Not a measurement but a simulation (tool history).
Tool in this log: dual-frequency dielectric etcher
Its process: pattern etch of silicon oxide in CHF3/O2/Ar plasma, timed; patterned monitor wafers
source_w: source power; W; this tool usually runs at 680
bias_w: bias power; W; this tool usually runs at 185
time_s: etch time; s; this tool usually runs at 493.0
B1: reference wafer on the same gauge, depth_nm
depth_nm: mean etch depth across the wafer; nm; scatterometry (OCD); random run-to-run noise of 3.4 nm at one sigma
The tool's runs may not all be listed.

{"run": 1, "hour": 0.0, "source_w": 680, "bias_w": 185, "time_s": 493.0, "B1": 1030.5, "depth_nm": 1067.1}
{"run": 2, "hour": 92.7, "source_w": 680, "bias_w": 185, "time_s": 493.0, "B1": 1031.2, "depth_nm": 1063.8}
{"hour": 119.4, "done": "wet clean of the chamber"}
{"run": 3, "hour": 157.3, "source_w": 680, "bias_w": 185, "time_s": 451.5, "B1": 1031.1, "depth_nm": 978.3}
{"run": 4, "hour": 194.0, "source_w": 680, "bias_w": 185, "time_s": 493.0, "B1": 1029.5, "depth_nm": 1070.3}
{"run": 5, "hour": 251.7, "source_w": 680, "bias_w": 185, "time_s": 493.0, "B1": 1030.4, "depth_nm": 1066.8}
{"run": 6, "hour": 333.9, "source_w": 680, "bias_w": 185, "time_s": 493.0, "B1": 1030.2, "depth_nm": 1066.2}
{"run": 7, "hour": 377.7, "source_w": 680, "bias_w": 185, "time_s": 493.0, "B1": 1030.1, "depth_nm": 1067.7}
{"run": 8, "hour": 483.9, "source_w": 680, "bias_w": 185, "time_s": 493.0, "B1": 1029.4, "depth_nm": 1073.6}
{"hour": 522.8, "done": "bias power generator calibrated"}
{"run": 9, "hour": 547.1, "source_w": 680, "bias_w": 185, "time_s": 493.0, "B1": 1030.3, "depth_nm": 1063.5}
{"run": 10, "hour": 597.2, "source_w": 680, "bias_w": 185, "time_s": 447.5, "B1": 1029.9, "depth_nm": 970.9}
{"hour": 692.2, "done": "source power generator calibrated"}
{"run": 11, "hour": 696.5, "source_w": 680, "bias_w": 170, "time_s": 435.5, "B1": 1030.7, "depth_nm": 919.5}
{"hour": 736.4, "done": "wet clean of the chamber"}
{"run": 12, "hour": 746.9, "source_w": 850, "bias_w": 216, "time_s": 493.0, "B1": 1029.6, "depth_nm": 1273.5}
{"hour": 837.7, "done": "upper electrode replaced"}
{"run": 13, "hour": 849.7, "source_w": 770, "bias_w": 149, "time_s": 629.0, "B1": 1029.4, "depth_nm": 1371.2}
{"run": 14, "hour": 948.6, "source_w": 850, "bias_w": 216, "time_s": 493.0, "B1": 1029.7, "depth_nm": 1276.0}
{"hour": 960.7, "done": "gauge calibrated"}
{"run": 15, "hour": 1025.2, "source_w": 680, "bias_w": 149, "time_s": 621.0, "B1": 1029.8, "depth_nm": 1258.0}
{"run": 16, "hour": 1079.7, "source_w": 620, "bias_w": 227, "time_s": 597.5, "B1": 1029.7, "depth_nm": 1308.0}
{"run": 17, "hour": 1124.4, "source_w": 680, "bias_w": 185, "time_s": 493.0, "B1": 1030.2, "depth_nm": 1060.1}
{"run": 18, "hour": 1191.8, "source_w": 680, "bias_w": 185, "time_s": 493.0, "B1": 1030.2, "depth_nm": 1072.6}
{"hour": 1261.4, "done": "wet clean of the chamber"}
{"run": 19, "hour": 1378.3, "source_w": 680, "bias_w": 185, "time_s": 493.0, "B1": 1031.0, "depth_nm": 1073.6}

4 options for the next run, each taken on its own from the tool as it stands now. Forecast them:
{"run": "A", "hour": 1378.9, "source_w": 610, "bias_w": 185, "time_s": 493.0, "B1": "?", "depth_nm": "?"}
{"run": "B", "hour": 1378.9, "source_w": 600, "bias_w": 185, "time_s": 591.5, "B1": "?", "depth_nm": "?"}
{"run": "C", "hour": 1378.9, "source_w": 540, "bias_w": 163, "time_s": 493.0, "B1": "?", "depth_nm": "?"}
{"run": "D", "hour": 1378.9, "source_w": 790, "bias_w": 200, "time_s": 631.5, "B1": "?", "depth_nm": "?"}

run=A B1=1029.9 depth_nm=1001.1
run=B B1=1029.9 depth_nm=1188.1
run=C B1=1029.9 depth_nm=881.4
run=D B1=1029.9 depth_nm=1540.4
Had the tool no hidden state, the same runs would have come out as:
run=A depth_nm=1001.1
run=B depth_nm=1188.1
run=C depth_nm=881.4
run=D depth_nm=1540.4
